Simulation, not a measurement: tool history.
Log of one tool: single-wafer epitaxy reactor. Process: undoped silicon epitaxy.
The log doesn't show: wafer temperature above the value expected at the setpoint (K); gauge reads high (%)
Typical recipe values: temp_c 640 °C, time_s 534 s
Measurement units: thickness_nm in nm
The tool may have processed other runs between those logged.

run,hour,temp_c,time_s,wafers since the last listed run,hours since the last pyrometer calibration,hours since the gauge calibration,"read-back reference wafer on the same gauge, thickness_nm",thickness_nm
1,0.0,630,534,0,1487.6,20.4,84.069,68.355
2,14.6,630,534,44,1502.2,35.0,84.273,67.916
3,29.1,640,534,44,1516.7,49.5,84.060,83.815
4,37.8,640,534,26,1525.4,58.2,84.189,83.694
5,48.3,640,534,32,1535.9,68.7,84.080,84.530
6,65.6,640,534,53,1553.2,86.0,84.137,84.065
7,76.7,640,534,34,1564.3,97.1,84.381,83.351
8,84.2,640,534,22,1571.8,104.6,84.207,83.151
9,100.9,640,534,51,1588.5,121.3,84.281,82.949
10,110.6,640,534,29,1598.2,131.0,84.192,83.365
11,124.1,640,534,41,1611.7,144.5,84.184,83.392
12,137.2,640,534,40,1624.8,157.6,83.978,83.782
13,147.6,640,534,31,1635.2,168.0,84.212,83.184
14,164.7,647,534,52,1652.3,185.1,84.134,95.511
# hour 197.7: pyrometer calibrated
15,198.2,647,534,78,0.5,218.6,84.218,83.643
16,207.5,632,534,28,9.8,227.9,84.471,62.900
17,221.1,632,534,41,23.4,241.5,84.275,63.245
18,235.4,640,534,43,37.7,255.8,84.343,73.858
19,245.8,655,442,31,48.1,266.2,84.328,81.512
20,260.4,640,534,44,62.7,280.8,84.097,74.237
# hour 264.5: gauge calibrated
21,267.5,633,481,21,69.8,3.0,84.226,58.292
22,275.6,627,483,24,77.9,11.1,84.193,52.311
23,288.9,640,534,40,91.2,24.4,84.141,74.872
24,302.1,644,629,40,104.4,37.6,84.081,96.147
25,337.9,652,534,109,140.2,73.4,84.330,96.463
26,347.8,640,534,30,150.1,83.3,84.144,75.222
27,362.8,632,600,45,165.1,98.3,84.153,73.314
28,373.3,651,473,32,175.6,108.8,84.089,83.507
29,385.6,640,534,37,187.9,121.1,83.983,75.841
30,394.8,647,568,28,197.1,130.3,84.360,93.422
31,401.8,640,534,21,204.1,137.3,84.392,76.315
32,409.6,647,484,23,211.9,145.1,84.210,79.499

Run 33 is up next; what results do you expect?
33,423.6,636,636,42,225.9,159.1,?,?

{"run 33": {"read-back reference wafer on the same gauge, thickness_nm": 83.996, "thickness_nm": 84.557}}
On a tool with no hidden condition, and with the same random variation, this run would have come out at thickness_nm 82.249 nm.

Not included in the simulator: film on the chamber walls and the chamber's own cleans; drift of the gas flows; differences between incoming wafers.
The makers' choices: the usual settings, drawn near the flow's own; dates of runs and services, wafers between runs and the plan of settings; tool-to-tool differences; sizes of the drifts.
